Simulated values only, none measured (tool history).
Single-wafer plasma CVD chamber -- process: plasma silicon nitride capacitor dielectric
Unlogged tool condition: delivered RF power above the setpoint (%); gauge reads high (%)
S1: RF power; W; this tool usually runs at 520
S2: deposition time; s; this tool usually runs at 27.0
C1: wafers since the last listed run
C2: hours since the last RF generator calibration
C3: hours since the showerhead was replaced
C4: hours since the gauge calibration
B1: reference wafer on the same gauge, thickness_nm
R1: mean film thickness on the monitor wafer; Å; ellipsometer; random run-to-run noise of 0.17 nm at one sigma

| run | hour | S1 | S2 | C1 | C2 | C3 | C4 | B1 | R1 |
|---|---|---|---|---|---|---|---|---|---|
| 1 | 0.0 | 520 | 27.0 | 0 | 857.8 | 2272.1 | 821.0 | 40.775 | 458.80 |
| 2 | 81.2 | 520 | 27.0 | 2272 | 939.0 | 2353.3 | 902.2 | 40.800 | 455.70 |
| 3 | 143.9 | 520 | 27.0 | 1754 | 1001.7 | 2416.0 | 964.9 | 40.780 | 460.02 |
| 4 | 195.7 | 520 | 27.0 | 1449 | 1053.5 | 2467.8 | 1016.7 | 40.891 | 455.35 |
| 5 | 292.1 | 520 | 27.0 | 2697 | 1149.9 | 2564.2 | 1113.1 | 40.998 | 458.48 |
| 6 | 364.2 | 520 | 27.0 | 2017 | 1222.0 | 2636.3 | 1185.2 | 41.049 | 457.37 |
|  | 409.2 | gauge calibrated |
| 7 | 410.7 | 520 | 27.0 | 1301 | 1268.5 | 2682.8 | 1.5 | 40.036 | 445.41 |
| 8 | 477.2 | 520 | 27.0 | 1860 | 1335.0 | 2749.3 | 68.0 | 40.104 | 446.51 |
| 9 | 527.5 | 460 | 22.9 | 1407 | 1385.3 | 2799.6 | 118.3 | 40.152 | 361.48 |
| 10 | 590.1 | 520 | 22.3 | 1751 | 1447.9 | 2862.2 | 180.9 | 40.204 | 370.91 |
| 11 | 685.7 | 520 | 27.0 | 2675 | 1543.5 | 2957.8 | 276.5 | 40.320 | 454.50 |
| 12 | 726.7 | 605 | 22.6 | 1147 | 1584.5 | 2998.8 | 317.5 | 40.342 | 400.74 |
|  | 771.7 | RF generator calibrated |
| 13 | 772.2 | 520 | 27.0 | 1049 | 0.5 | 3044.3 | 363.0 | 40.404 | 450.49 |
| 14 | 818.8 | 615 | 25.2 | 1304 | 47.1 | 3090.9 | 409.6 | 40.458 | 449.53 |
|  | 840.2 | showerhead replaced |
| 15 | 900.3 | 425 | 30.9 | 2056 | 128.6 | 60.1 | 491.1 | 40.480 | 475.70 |
| 16 | 1092.8 | 465 | 28.9 | 5386 | 321.1 | 252.6 | 683.6 | 40.682 | 467.88 |
| 17 | 1171.9 | 455 | 22.3 | 2213 | 400.2 | 331.7 | 762.7 | 40.672 | 357.65 |
| 18 | 1222.0 | 475 | 32.1 | 1401 | 450.3 | 381.8 | 812.8 | 40.760 | 523.98 |
| 19 | 1268.6 | 520 | 27.0 | 1304 | 496.9 | 428.4 | 859.4 | 40.828 | 455.26 |

5 ways to go on from here, each from the tool as it stands after run 19. What would each give?
| A | 1269.0 | 520 | 27.0 | 11 | 497.3 | 428.8 | 859.8 | ? | ? |
| B | 1269.0 | 520 | 29.1 | 11 | 497.3 | 428.8 | 859.8 | ? | ? |
| C | 1269.0 | 470 | 23.9 | 11 | 497.3 | 428.8 | 859.8 | ? | ? |
| D | 1269.0 | 475 | 27.0 | 11 | 497.3 | 428.8 | 859.8 | ? | ? |
| E | 1269.0 | 610 | 24.7 | 11 | 497.3 | 428.8 | 859.8 | ? | ? |

| run | B1 | R1 |
|---|---|---|
| A | 40.787 | 455.99 |
| B | 40.787 | 491.45 |
| C | 40.787 | 387.25 |
| D | 40.787 | 439.42 |
| E | 40.787 | 444.10 |
The same runs, with their run-to-run variation unchanged, on a tool lacking any hidden condition would have given:
| run | R1 |
|---|---|
| A | 448.09 |
| B | 482.95 |
| C | 380.55 |
| D | 431.81 |
| E | 436.42 |
